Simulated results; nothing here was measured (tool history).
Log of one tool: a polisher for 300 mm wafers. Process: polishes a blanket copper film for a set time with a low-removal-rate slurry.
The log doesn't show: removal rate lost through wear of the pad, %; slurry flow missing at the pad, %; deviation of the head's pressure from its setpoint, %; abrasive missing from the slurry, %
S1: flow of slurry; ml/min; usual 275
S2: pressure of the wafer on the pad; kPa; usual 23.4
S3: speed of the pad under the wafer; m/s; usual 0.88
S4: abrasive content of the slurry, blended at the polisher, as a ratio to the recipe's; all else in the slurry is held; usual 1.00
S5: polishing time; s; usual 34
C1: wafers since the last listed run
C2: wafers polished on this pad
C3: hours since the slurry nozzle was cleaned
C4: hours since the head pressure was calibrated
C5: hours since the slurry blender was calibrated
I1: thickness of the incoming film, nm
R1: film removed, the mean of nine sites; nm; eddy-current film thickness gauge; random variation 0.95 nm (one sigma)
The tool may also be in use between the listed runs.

run,day,S1,S2,S3,S4,S5,C1,C2,C3,C4,C5,I1,R1
1,0.000,275,23.4,0.88,1.00,34,0,6,608.9,1485.8,151.5,1555.2,81.5
2,1.258,275,23.4,0.88,1.00,34,381,387,639.1,1516.0,181.7,1539.4,80.5
# day 2.546: slurry blender recalibrated
3,2.592,275,20.0,0.88,1.00,34,379,767,671.1,1548.0,1.1,1531.5,69.3
# day 3.583: worn pad replaced by a new one
4,3.604,275,20.0,0.88,1.00,34,256,6,695.4,1572.3,25.4,1528.9,69.1
5,4.942,275,20.0,0.88,1.00,34,405,412,727.5,1604.4,57.5,1510.7,68.2
# day 5.425: head pressure recalibrated
# day 5.642: slurry nozzle cleaned
6,5.662,335,23.4,0.88,1.00,39,180,593,0.5,5.7,74.8,1536.7,100.0
# day 7.008: worn pad replaced by a new one
7,7.121,335,23.4,0.88,1.00,39,392,33,35.5,40.7,109.8,1536.2,98.8
8,7.842,190,31.7,0.88,1.00,43,218,252,52.8,58.0,127.1,1515.8,135.1
9,8.638,275,29.6,0.88,0.80,34,241,494,71.9,77.1,146.2,1528.6,97.9
10,9.771,350,23.4,0.88,1.00,29,343,838,99.1,104.3,173.4,1520.9,75.1
# day 10.900: slurry blender recalibrated
# day 11.058: worn pad replaced by a new one
11,11.200,275,23.4,0.88,1.00,34,359,42,133.4,138.6,7.2,1533.2,85.9
12,12.417,275,23.4,0.88,1.00,34,369,411,162.6,167.8,36.4,1529.4,85.0
13,13.100,340,23.4,0.88,1.00,34,207,619,179.0,184.2,52.8,1543.0,86.0
14,13.700,275,17.2,1.14,1.00,42,182,801,193.4,198.6,67.2,1553.0,103.4
# day 14.508: worn pad replaced by a new one
15,16.258,275,23.4,1.00,0.75,43,725,530,254.8,260.0,128.6,1503.4,107.1

Forecast each of these 5 alternatives for the next run:
A,16.275,275,17.9,0.88,1.00,34,5,536,255.2,260.4,129.0,1514.9,?
B,16.275,355,19.3,1.00,1.00,34,5,536,255.2,260.4,129.0,1514.9,?
C,16.275,330,23.4,0.72,1.15,29,5,536,255.2,260.4,129.0,1514.9,?
D,16.275,345,23.4,1.00,1.30,34,5,536,255.2,260.4,129.0,1514.9,?
E,16.275,275,18.6,0.88,0.85,34,5,536,255.2,260.4,129.0,1514.9,?

run,R1
A,67.9
B,83.7
C,63.7
D,105.6
E,66.7
Without the tool's hidden state the same runs would have given:
run,R1
A,69.4
B,85.1
C,64.8
D,107.4
E,68.1
